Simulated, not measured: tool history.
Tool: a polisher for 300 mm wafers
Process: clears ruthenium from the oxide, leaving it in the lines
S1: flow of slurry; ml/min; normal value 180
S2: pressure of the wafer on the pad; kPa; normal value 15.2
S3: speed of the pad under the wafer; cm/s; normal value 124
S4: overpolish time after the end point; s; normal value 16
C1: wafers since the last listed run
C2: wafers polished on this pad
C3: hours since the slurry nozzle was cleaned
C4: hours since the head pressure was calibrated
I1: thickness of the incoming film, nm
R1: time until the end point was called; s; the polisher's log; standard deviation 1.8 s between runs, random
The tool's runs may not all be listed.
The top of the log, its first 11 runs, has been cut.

run    hour   S1    S2   S3  S4   C1    C2     C3      C4     I1     R1
 12   502.0  180  15.2  124  16  163   736  241.7   389.8  156.1  123.4
 13   571.2  165  15.2  124  16  311  1048  310.9   459.0  157.4  131.5
 14   636.2  180  17.9  124  16  292  1340  375.9   524.0  155.6  109.4
 15   690.1  180  15.2  112  19  242  1583  429.8   577.9  155.4  147.0
 16   761.4  180  11.7  124  16  320  1904  501.1   649.2  157.6  171.0
      778.9  -- worn pad replaced by a new one
      799.0  -- slurry nozzle cleaned, repeated, since the last time left the tool worse
 17   828.2  180  15.2  124  16  278   217   29.2   716.0  156.3  109.0
 18   890.3  180  15.2  142  16  279   496   91.3   778.1  155.3   96.8
 19   919.8  180  15.2  124  16  132   629  120.8   807.6  155.4  107.9
 20   974.2  180  20.0  124  16  244   874  175.2   862.0  153.3   83.0
 21   998.4  180  15.2   90   9  108   983  199.4   886.2  154.2  153.0
 22  1043.1  135  13.1  110   9  201  1184  244.1   930.9  153.7  153.5
 23  1098.6  180  15.2  154  25  249  1434  299.6   986.4  156.0   91.3
     1153.5  -- worn pad replaced by a new one
 24  1164.8  230  17.9  148  19  279    50  365.8  1052.6  152.6   75.1
 25  1191.4  180  15.2  124  16  119   170  392.4  1079.2  153.8  107.1
 26  1220.3  180  11.0  124  12  130   300  421.3  1108.1  158.4  155.0
 27  1264.8  180  15.2  124  16  200   501  465.8  1152.6  155.0  111.4
 28  1291.8  180  15.2  124  12  121   622  492.8  1179.6  153.7  112.2
 29  1326.7  180  15.2  124   7  157   779  527.7  1214.5  154.7  111.1
     1343.3  -- head pressure recalibrated
 30  1378.4  180  15.2  124  16  223  1003  579.4    35.1  154.9  111.6
 31  1402.5  150  20.7   84  16  108  1111  603.5    59.2  154.4  121.8
 32  1473.7  180  15.2  124  16  320  1432  674.7   130.4  151.8  108.0
 33  1507.1  225  19.3  124  16  150  1582  708.1   163.8  154.9   82.3
 34  1536.3  180  17.2  146  21  131  1714  737.3   193.0  152.9   84.1
 35  1579.4  180  15.2  124  25  194  1908  780.4   236.1  157.5  112.1
     1616.7  -- worn pad replaced by a new one
 36  1623.7  180  15.2  124  16  181    31  824.7   280.4  157.1  117.5

Alternative continuations, all from the tool just after run 36; predict every row:
  A  1624.2  180  15.2  124  16   2  33  825.2  280.9  154.6   ?
  B  1624.2  180  15.2   92  16   2  33  825.2  280.9  154.6   ?
  C  1624.2  180  15.2   92  11   2  33  825.2  280.9  154.6   ?
  D  1624.2  115  15.2  110  24   2  33  825.2  280.9  154.6   ?
  E  1624.2  180  15.2  124  22   2  33  825.2  280.9  154.6   ?

run     R1
  A  114.2
  B  153.9
  C  153.9
  D  144.5
  E  114.2
With the hidden condition removed and each run's random variation left untouched, the same runs would have given:
run     R1
  A  110.1
  B  148.4
  C  148.4
  D  136.4
  E  110.1
